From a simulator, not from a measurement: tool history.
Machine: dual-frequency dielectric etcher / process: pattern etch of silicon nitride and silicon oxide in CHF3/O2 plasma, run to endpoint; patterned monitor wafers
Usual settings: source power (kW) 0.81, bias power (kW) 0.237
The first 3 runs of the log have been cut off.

run	hour	source power (kW)	bias power (kW)	wafers since the last listed run	hours since the last wet clean	hours since the last source power generator calibration	hours since the last bias power generator calibration	hours since the last upper electrode change	incoming incoming film thickness, nm	endpoint time (s)
4	153.3	0.81	0.237	499	107.3	4010.1	1540.5	4109.8	315.1	171.8
5	244.1	0.81	0.237	633	198.1	4100.9	1631.3	4200.6	313.5	170
6	279.9	0.81	0.237	249	233.9	4136.7	1667.1	4236.4	315.1	171.7
7	327.3	0.81	0.237	330	281.3	4184.1	1714.5	4283.8	317	172.6
8	363	0.68	0.237	249	317	4219.8	1750.2	4319.5	315.6	188.5
# hour 424.9: wet clean of the chamber, repeated, since the last time left the tool worse
9	425.4	0.68	0.237	267	0.5	4282.2	1812.6	4381.9	312.3	200.7
10	451.5	0.81	0.237	182	26.6	4308.3	1838.7	4408	317.1	182.2
11	511.9	0.81	0.237	421	87	4368.7	1899.1	4468.4	314.3	178.9
12	555.3	0.65	0.237	302	130.4	4412.1	1942.5	4511.8	315	206.6
13	590.5	0.81	0.205	245	165.6	4447.3	1977.7	4547	313.6	186.5
# hour 640.3: bias power generator calibrated
14	642.1	0.81	0.237	332	217.2	4498.9	1.8	4598.6	315.9	179.3
15	711.3	0.81	0.237	482	286.4	4568.1	71	4667.8	318.2	178.4
# hour 753.3: source power generator calibrated
16	758.8	0.75	0.237	303	333.9	5.5	118.5	4715.3	317.7	189.7
17	805.5	1	0.265	325	380.6	52.2	165.2	4762	314.4	153.4
# hour 865.4: wet clean of the chamber
18	876.6	0.68	0.291	328	11.2	123.3	236.3	4833.1	317.1	192.7
19	940.1	0.81	0.237	443	74.7	186.8	299.8	4896.6	316.7	180.5
20	966	0.81	0.237	180	100.6	212.7	325.7	4922.5	313	179.5
21	993.8	0.73	0.278	194	128.4	240.5	353.5	4950.3	317.9	184.4
22	1054.4	0.63	0.2	422	189	301.1	414.1	5010.9	312.1	219.6
23	1144.9	0.81	0.214	631	279.5	391.6	504.6	5101.4	312.6	181.2
24	1210	0.73	0.278	454	344.6	456.7	569.7	5166.5	318.8	181.1
# hour 1290.5: wet clean of the chamber
# hour 1302.3: upper electrode replaced
25	1302.8	0.81	0.237	397	12.3	549.5	662.5	0.5	320.3	182.4

What will run 26 give?
26	1314.9	0.81	0.237	84	24.4	561.6	674.6	12.6	316.4	?

endpoint time (s): 181.8
Take away the tool's hidden state, keep the run-to-run variation as it was, and the same run would have given endpoint time (s) 182.3.
